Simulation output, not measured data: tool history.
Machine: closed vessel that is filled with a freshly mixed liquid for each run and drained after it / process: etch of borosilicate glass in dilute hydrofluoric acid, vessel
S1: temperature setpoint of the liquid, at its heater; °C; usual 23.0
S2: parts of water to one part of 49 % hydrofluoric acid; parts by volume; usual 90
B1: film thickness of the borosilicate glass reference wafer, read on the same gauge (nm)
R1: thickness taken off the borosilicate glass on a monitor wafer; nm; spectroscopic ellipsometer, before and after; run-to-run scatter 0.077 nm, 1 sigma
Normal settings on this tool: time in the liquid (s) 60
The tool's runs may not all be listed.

Run 1, day 0.000: usual settings but S2 125 parts by volume; B1 120.00. Result: R1 17.55 nm.
Run 2, day 1.508: usual settings but time in the liquid (s) 75; B1 120.03. Result: R1 31.97 nm.
Run 3, day 3.804: usual settings but time in the liquid (s) 75; B1 119.97. Result: R1 31.68 nm.
Run 4, day 6.188: usual settings but S2 75 parts by volume; B1 120.01. Result: R1 31.07 nm.
Run 5, day 7.783: usual settings but S2 75 parts by volume; B1 120.03. Result: R1 31.10 nm.
Run 6, day 10.217: usual settings but S2 100 parts by volume; B1 120.01. Result: R1 22.73 nm.
At day 11.729: hydrofluoric acid flow meter replaced.
Run 7, day 11.967: usual settings but S2 100 parts by volume; B1 119.99. Result: R1 22.29 nm.
Run 8, day 13.438: usual settings but S2 100 parts by volume; B1 120.00. Result: R1 22.26 nm.
Run 9, day 16.238: usual settings; B1 119.98. Result: R1 25.12 nm.
Run 10, day 20.508: usual settings; B1 120.00. Result: R1 24.87 nm.
At day 20.892: gauge calibrated.
Run 11, day 22.083: usual settings; B1 120.00. Result: R1 25.03 nm.
Run 12, day 23.354: usual settings; B1 120.01. Result: R1 25.11 nm.
Run 13, day 25.896: usual settings; B1 119.99. Result: R1 25.12 nm.
Run 14, day 28.292: usual settings but S2 65 parts by volume, time in the liquid (s) 40; B1 120.01. Result: R1 23.87 nm.
Run 15, day 30.350: usual settings but S2 100 parts by volume; B1 119.99. Result: R1 22.26 nm.
Run 16, day 33.000: usual settings but S2 130 parts by volume; B1 120.01. Result: R1 16.64 nm.
At day 33.996: hydrofluoric acid flow meter replaced.
Run 17, day 35.175: usual settings but S1 24.5 °C, S2 55 parts by volume, time in the liquid (s) 80; B1 119.99. Result: R1 59.52 nm.
Run 18, day 36.833: usual settings but S2 70 parts by volume, time in the liquid (s) 30; B1 120.02. Result: R1 16.27 nm.

Estimate the outcome of run 19 from the log above:
At day 38.104: thermometer replaced.
Run 19, day 38.117: usual settings but S2 50 parts by volume; B1 ?. Result: R1 ?.

{"run 19": {"B1": 120.0, "R1": 48.12}}
Take away the tool's hidden state, keep the run-to-run variation as it was, and the same run would have given R1 47.82 nm.
